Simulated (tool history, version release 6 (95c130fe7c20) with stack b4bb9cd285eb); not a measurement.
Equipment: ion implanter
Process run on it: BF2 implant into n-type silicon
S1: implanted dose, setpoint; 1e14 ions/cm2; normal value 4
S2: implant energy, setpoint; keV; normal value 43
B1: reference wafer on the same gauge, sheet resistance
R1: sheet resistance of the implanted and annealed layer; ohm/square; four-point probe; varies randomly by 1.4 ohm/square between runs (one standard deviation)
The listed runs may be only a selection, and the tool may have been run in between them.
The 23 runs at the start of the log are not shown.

-- day=64.179 Faraday cup replaced and dose calibrated
run 24 day=64.646 | S1=3.46 S2=43 | B1=223.98 | R1=292.3
run 25 day=68.296 | S1=3.45 S2=43 | B1=223.88 | R1=295.28
run 26 day=71.533 | S1=3.13 S2=50.5 | B1=223.72 | R1=316.62
run 27 day=75.312 | S1=4.95 S2=36 | B1=224.04 | R1=219.67
run 28 day=78.338 | S1=3.58 S2=38 | B1=224.09 | R1=288.46
run 29 day=81.533 | S1=4 S2=43 | B1=223.95 | R1=263.07
run 30 day=83.662 | S1=5.14 S2=32 | B1=223.75 | R1=216.59
run 31 day=86.621 | S1=4 S2=43 | B1=224.19 | R1=262.43
run 32 day=88.829 | S1=3.08 S2=43 | B1=224.09 | R1=326.79
run 33 day=93.329 | S1=2.94 S2=48 | B1=223.65 | R1=336.93
run 34 day=95.208 | S1=4 S2=31.5 | B1=223.96 | R1=271.7
run 35 day=99.262 | S1=4 S2=43 | B1=223.5 | R1=258.56
run 36 day=101.938 | S1=4.73 S2=29.5 | B1=223.87 | R1=237.25

Each row is a separate what-if for the run after 36, all from the same tool condition, not one after another. Results?
run A day=101.954 | S1=3.14 S2=43 | B1=? | R1=?
run B day=101.954 | S1=3.63 S2=36 | B1=? | R1=?
run C day=101.954 | S1=4.87 S2=43 | B1=? | R1=?
run D day=101.954 | S1=4 S2=29.5 | B1=? | R1=?
run E day=101.954 | S1=4.97 S2=43 | B1=? | R1=?

run=A B1=223.95 R1=321.51
run=B B1=223.95 R1=287.7
run=C B1=223.95 R1=218.71
run=D B1=223.95 R1=269.73
run=E B1=223.95 R1=214.91
With the hidden condition removed and each run's random variation left untouched, the same runs would have given:
run=A R1=318.67
run=B R1=285.12
run=C R1=216.78
run=D R1=267.41
run=E R1=213.02
